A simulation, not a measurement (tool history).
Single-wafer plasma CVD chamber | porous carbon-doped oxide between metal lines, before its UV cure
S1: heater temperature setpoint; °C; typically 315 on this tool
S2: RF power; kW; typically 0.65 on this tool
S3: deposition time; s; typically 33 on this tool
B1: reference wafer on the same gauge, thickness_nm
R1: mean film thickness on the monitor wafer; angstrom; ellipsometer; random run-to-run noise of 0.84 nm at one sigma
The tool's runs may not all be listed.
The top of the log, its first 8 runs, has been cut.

run 9 hour=126.9 | S1=315 S2=0.65 S3=33 | B1=179.967 | R1=1980.09
-- hour=143.4 showerhead replaced
run 10 hour=143.9 | S1=315 S2=0.65 S3=27 | B1=179.862 | R1=1640.96
run 11 hour=154.9 | S1=315 S2=0.65 S3=33 | B1=180.048 | R1=1973.84
run 12 hour=171.3 | S1=320 S2=0.58 S3=33 | B1=179.97 | R1=1770.07
run 13 hour=188.7 | S1=327 S2=0.72 S3=36.2 | B1=179.809 | R1=2207.44
run 14 hour=199.9 | S1=323 S2=0.535 S3=31.3 | B1=180.228 | R1=1530.28
run 15 hour=206.2 | S1=315 S2=0.65 S3=37.4 | B1=180.001 | R1=2229.53
run 16 hour=217.5 | S1=315 S2=0.65 S3=33 | B1=179.742 | R1=1978.8
run 17 hour=227.2 | S1=315 S2=0.53 S3=33 | B1=180.16 | R1=1676.07
run 18 hour=239.2 | S1=307 S2=0.555 S3=27.3 | B1=179.909 | R1=1510.15
run 19 hour=246.3 | S1=315 S2=0.65 S3=33 | B1=179.961 | R1=1984.34
run 20 hour=258.3 | S1=319 S2=0.575 S3=33 | B1=180.141 | R1=1753.13
run 21 hour=266.4 | S1=320 S2=0.555 S3=33 | B1=180.056 | R1=1694.4

Estimate the outcome of run 22 from the log above:
run 22 hour=280.2 | S1=323 S2=0.73 S3=38.4 | B1=? | R1=?

For run 22 the tool returned B1 180.138, R1 2412.2 angstrom.
Had the tool carried no hidden state, the very same run would have given R1 2412.2 angstrom.

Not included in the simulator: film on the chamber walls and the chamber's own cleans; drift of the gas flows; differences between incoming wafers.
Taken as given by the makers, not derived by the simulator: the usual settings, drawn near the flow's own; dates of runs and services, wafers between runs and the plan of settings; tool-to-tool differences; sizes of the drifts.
